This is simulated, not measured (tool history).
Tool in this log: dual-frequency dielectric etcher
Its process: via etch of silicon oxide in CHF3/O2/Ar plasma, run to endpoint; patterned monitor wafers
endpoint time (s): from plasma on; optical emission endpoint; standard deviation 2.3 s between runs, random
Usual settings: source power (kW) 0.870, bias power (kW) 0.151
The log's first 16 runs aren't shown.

run    hour  source power (kW)  bias power (kW)  incoming incoming film thickness, nm  endpoint time (s)
 17   685.7              0.760            0.151                                 579.9              281.3
 18   717.4              0.980            0.184                                 576.8              238.8
 19   766.6              1.020            0.137                                 577.9              258.3
      781.0  -- bias power generator calibrated
 20   821.5              1.080            0.167                                 578.1              235.8
 21   859.1              0.870            0.175                                 581.8              254.6
 22   924.7              0.720            0.137                                 578.0              290.6
      948.8  -- upper electrode replaced
 23   957.6              1.060            0.179                                 574.9              227.0
 24   987.3              0.870            0.151                                 577.4              265.1
 25  1022.4              0.870            0.151                                 576.6              256.4
 26  1070.1              0.870            0.151                                 575.7              257.0
     1112.6  -- wet clean of the chamber
 27  1113.1              0.870            0.151                                 574.9              268.9
 28  1141.4              0.870            0.151                                 580.4              270.5
 29  1185.9              1.070            0.139                                 584.0              253.3
 30  1317.5              0.870            0.151                                 577.2              260.3
 31  1349.1              1.030            0.176                                 583.6              237.2
 32  1379.0              0.660            0.140                                 584.7              301.4
 33  1403.6              0.870            0.151                                 585.9              261.2
 34  1471.3              0.980            0.187                                 581.6              232.7
 35  1528.7              0.870            0.151                                 581.6              261.4

Predict each of these 4 candidate next runs independently; none follows another, all start after run 35:
  A  1529.2              0.870            0.151                                 585.5                  ?
  B  1529.2              1.090            0.135                                 585.5                  ?
  C  1529.2              0.690            0.167                                 585.5                  ?
  D  1529.2              0.870            0.168                                 585.5                  ?

run  endpoint time (s)
  A              257.4
  B              244.2
  C              272.2
  D              249.2
Without the tool's unlogged condition, the same runs would have read:
run  endpoint time (s)
  A              270.5
  B              256.5
  C              286.0
  D              261.8

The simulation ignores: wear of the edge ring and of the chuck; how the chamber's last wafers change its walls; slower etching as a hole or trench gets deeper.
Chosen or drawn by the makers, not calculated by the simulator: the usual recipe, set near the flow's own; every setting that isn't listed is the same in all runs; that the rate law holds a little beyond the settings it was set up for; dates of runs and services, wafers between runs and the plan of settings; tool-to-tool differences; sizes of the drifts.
